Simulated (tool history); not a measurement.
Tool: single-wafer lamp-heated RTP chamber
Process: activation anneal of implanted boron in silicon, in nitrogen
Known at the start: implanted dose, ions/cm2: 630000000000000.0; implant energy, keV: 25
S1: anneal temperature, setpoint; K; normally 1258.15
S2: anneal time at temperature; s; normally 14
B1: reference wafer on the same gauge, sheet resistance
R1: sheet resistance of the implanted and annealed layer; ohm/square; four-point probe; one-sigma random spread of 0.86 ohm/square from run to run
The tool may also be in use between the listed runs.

run,hour,S1,S2,B1,R1
1,0,1258.15,9,194.26,173.44
2,65.4,1258.15,9,193.86,172.37
3,136.4,1258.15,9,194.03,173.43
4,226.7,1258.15,14,193.89,169.89
5,325.1,1258.15,14,193.62,170.84
# hour 392.4: reflector plate cleaned
# hour 409.4: pyrometer window cleaned and pyrometer calibrated
6,418.9,1258.15,14,193.93,171.15
7,535.9,1258.15,14,193.97,170.04
8,592.3,1258.15,16,193.89,171.32
9,659.7,1258.15,14,194.08,170.57
10,743.6,1258.15,14,193.88,169.42
11,779.8,1235.15,10,193.81,202.3
12,860.8,1235.15,10,193.8,200.75
# hour 954.4: reflector plate cleaned
13,981.4,1235.15,10,193.9,201.68
14,1088.4,1239.15,16,194.2,188.58
# hour 1113.4: pyrometer window cleaned and pyrometer calibrated
15,1247.9,1239.15,16,194.04,188.53
# hour 1477.4: gauge calibrated
16,1568,1250.15,14,194.24,175.16
# hour 1577.6: reflector plate cleaned
17,1665.6,1250.15,14,193.64,175.52
# hour 1719.8: pyrometer window cleaned and pyrometer calibrated
18,1766.5,1277.15,18,194.15,161
19,1861.3,1268.15,8,193.65,165.95
20,1967.1,1258.15,14,194.04,169.73
21,2037.7,1248.15,9,193.76,182.35
22,2101.8,1242.15,14,194.24,186.14
23,2165.4,1279.15,17,193.82,161.37
# hour 2246.4: reflector plate cleaned
24,2249.3,1268.15,12,194.24,166
# hour 2301.1: pyrometer window cleaned and pyrometer calibrated
25,2374.2,1258.15,14,194.27,168.61
26,2480.5,1266.15,21,193.99,163.26
27,2569.2,1276.15,14,193.84,161.41
28,2627.3,1238.15,20,193.97,185.8
29,2731,1258.15,14,194.02,170.97
30,2807.2,1250.15,14,193.53,176.56
# hour 2848.3: reflector plate cleaned
31,2858.7,1238.15,21,193.9,184.95
# hour 2970.4: pyrometer window cleaned and pyrometer calibrated
32,2970.9,1279.15,17,194.56,159.56
33,3035,1240.15,6,193.63,195.71
34,3134.4,1240.15,6,193.7,196.57

4 options for the next run, each taken on its own from the tool as it stands now. Forecast them:
A,3134.8,1258.15,14,?,?
B,3134.8,1278.15,17,?,?
C,3134.8,1247.15,6,?,?
D,3134.8,1238.15,14,?,?

run,B1,R1
A,193.97,169.82
B,193.97,160.11
C,193.97,186.11
D,193.97,190.67
Stripped of hidden state, with their random variation kept, the same runs would have yielded:
run,R1
A,169.82
B,160.11
C,186.11
D,190.67

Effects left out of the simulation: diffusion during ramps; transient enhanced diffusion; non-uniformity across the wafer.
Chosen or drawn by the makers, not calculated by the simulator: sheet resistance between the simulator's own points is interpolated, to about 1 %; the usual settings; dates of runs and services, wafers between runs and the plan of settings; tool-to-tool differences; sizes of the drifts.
